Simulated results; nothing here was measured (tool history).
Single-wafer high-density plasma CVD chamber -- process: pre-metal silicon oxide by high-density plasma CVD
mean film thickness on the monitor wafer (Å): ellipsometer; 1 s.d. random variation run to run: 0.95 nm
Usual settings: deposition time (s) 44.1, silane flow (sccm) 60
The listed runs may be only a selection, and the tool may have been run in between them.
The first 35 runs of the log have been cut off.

run	hour	deposition time (s)	silane flow (sccm)	wafers since the last listed run	hours since the silane flow controller was replaced	hours since the gauge calibration	read-back reference wafer on the same gauge, thickness_nm	mean film thickness on the monitor wafer (Å)
36	1858.7	44.1	60	1125	869.6	568.3	227.970	2550.36
37	1917.5	44.1	60	960	928.4	627.1	228.110	2575.22
38	1988.0	44.1	50	1151	998.9	697.6	228.064	2240.93
39	2015.5	46.9	64	449	1026.4	725.1	228.052	2869.80
40	2093.4	44.1	72	1272	1104.3	803.0	227.981	2964.26
41	2135.8	46.9	64	692	1146.7	845.4	227.944	2882.63
42	2307.2	51.3	54	2800	1318.1	1016.8	227.993	2773.73
43	2359.1	47.4	50	847	1370.0	1068.7	227.986	2418.03
44	2388.6	36.1	67	481	1399.5	1098.2	227.917	2325.12
# hour 2419.4: silane flow controller replaced
45	2432.8	44.1	60	591	13.4	1142.4	228.036	2527.52
46	2488.9	40.1	49	916	69.5	1198.5	227.919	1939.65
47	2538.7	44.1	60	813	119.3	1248.3	227.870	2502.27

Consider 3 possible next runs. They are alternatives, not a sequence: every one starts from the tool as it was left by run 47. What does each give?
A	2539.1	44.1	60	6	119.7	1248.7	?	?
B	2539.1	48.7	54	6	119.7	1248.7	?	?
C	2539.1	36.7	51	6	119.7	1248.7	?	?

run	read-back reference wafer on the same gauge, thickness_nm	mean film thickness on the monitor wafer (Å)
A	228.092	2525.34
B	228.092	2573.09
C	228.092	1857.80
The same runs, with their run-to-run variation unchanged, on a tool lacking any hidden condition would have given:
run	mean film thickness on the monitor wafer (Å)
A	2523.07
B	2570.78
C	1856.13
